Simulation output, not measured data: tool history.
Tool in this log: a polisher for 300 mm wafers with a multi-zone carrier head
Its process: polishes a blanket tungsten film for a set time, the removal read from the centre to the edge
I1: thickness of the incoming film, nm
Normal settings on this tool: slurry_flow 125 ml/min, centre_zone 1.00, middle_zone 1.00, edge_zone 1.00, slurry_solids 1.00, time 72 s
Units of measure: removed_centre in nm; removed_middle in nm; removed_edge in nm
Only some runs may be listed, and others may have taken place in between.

{"run": 1, "hour": 0.0, "slurry_flow": 125, "centre_zone": 1.0, "middle_zone": 1.04, "edge_zone": 1.0, "slurry_solids": 1.0, "time": 72, "I1": 1020.9, "removed_centre": 278.8, "removed_middle": 295.4, "removed_edge": 283.5}
{"run": 2, "hour": 18.3, "slurry_flow": 85, "centre_zone": 0.94, "middle_zone": 1.0, "edge_zone": 0.93, "slurry_solids": 1.0, "time": 72, "I1": 1021.6, "removed_centre": 239.0, "removed_middle": 261.2, "removed_edge": 255.3}
{"run": 3, "hour": 41.0, "slurry_flow": 125, "centre_zone": 1.06, "middle_zone": 1.05, "edge_zone": 1.11, "slurry_solids": 0.8, "time": 72, "I1": 1036.9, "removed_centre": 269.4, "removed_middle": 274.1, "removed_edge": 271.8}
{"run": 4, "hour": 58.1, "slurry_flow": 125, "centre_zone": 1.0, "middle_zone": 1.0, "edge_zone": 1.0, "slurry_solids": 1.0, "time": 72, "I1": 1016.7, "removed_centre": 275.1, "removed_middle": 281.7, "removed_edge": 278.0}
{"run": 5, "hour": 85.8, "slurry_flow": 90, "centre_zone": 0.91, "middle_zone": 1.0, "edge_zone": 1.0, "slurry_solids": 1.0, "time": 72, "I1": 1021.3, "removed_centre": 224.7, "removed_middle": 255.7, "removed_edge": 260.4}
{"hour": 155.4, "done": "edge zone pressure recalibrated"}
{"hour": 172.0, "done": "worn pad replaced by a new one"}
{"run": 6, "hour": 186.5, "slurry_flow": 125, "centre_zone": 1.0, "middle_zone": 1.0, "edge_zone": 1.0, "slurry_solids": 1.0, "time": 72, "I1": 1032.6, "removed_centre": 284.8, "removed_middle": 290.2, "removed_edge": 289.7}
{"run": 7, "hour": 209.5, "slurry_flow": 125, "centre_zone": 1.0, "middle_zone": 1.0, "edge_zone": 1.0, "slurry_solids": 1.0, "time": 72, "I1": 1000.7, "removed_centre": 282.8, "removed_middle": 292.9, "removed_edge": 290.8}
{"run": 8, "hour": 222.2, "slurry_flow": 125, "centre_zone": 1.0, "middle_zone": 1.0, "edge_zone": 1.0, "slurry_solids": 1.0, "time": 72, "I1": 1037.8, "removed_centre": 279.8, "removed_middle": 287.4, "removed_edge": 280.6}
{"hour": 230.2, "done": "carrier head's membrane replaced by a new one"}
{"run": 9, "hour": 250.7, "slurry_flow": 140, "centre_zone": 0.92, "middle_zone": 1.0, "edge_zone": 1.08, "slurry_solids": 1.25, "time": 72, "I1": 1038.8, "removed_centre": 278.0, "removed_middle": 309.2, "removed_edge": 316.0}
{"run": 10, "hour": 284.5, "slurry_flow": 125, "centre_zone": 0.93, "middle_zone": 1.0, "edge_zone": 1.0, "slurry_solids": 1.0, "time": 72, "I1": 1022.3, "removed_centre": 254.0, "removed_middle": 280.8, "removed_edge": 277.9}
{"run": 11, "hour": 301.6, "slurry_flow": 125, "centre_zone": 1.04, "middle_zone": 1.09, "edge_zone": 1.0, "slurry_solids": 0.7, "time": 72, "I1": 1003.1, "removed_centre": 251.7, "removed_middle": 269.3, "removed_edge": 246.3}
{"run": 12, "hour": 332.9, "slurry_flow": 125, "centre_zone": 1.0, "middle_zone": 1.0, "edge_zone": 1.0, "slurry_solids": 1.0, "time": 72, "I1": 1020.3, "removed_centre": 265.2, "removed_middle": 279.1, "removed_edge": 272.2}

What will run 13 give?
{"run": 13, "hour": 363.2, "slurry_flow": 125, "centre_zone": 1.0, "middle_zone": 1.0, "edge_zone": 1.0, "slurry_solids": 1.25, "time": 72, "I1": 1002.1, "removed_centre": "?", "removed_middle": "?", "removed_edge": "?"}

{"run 13": {"removed_centre": 286.3, "removed_middle": 291.7, "removed_edge": 286.7}}
Take away the tool's hidden state, keep the run-to-run variation as it was, and the same run would have given removed_centre 316.0 nm, removed_middle 321.9 nm, removed_edge 316.5 nm.
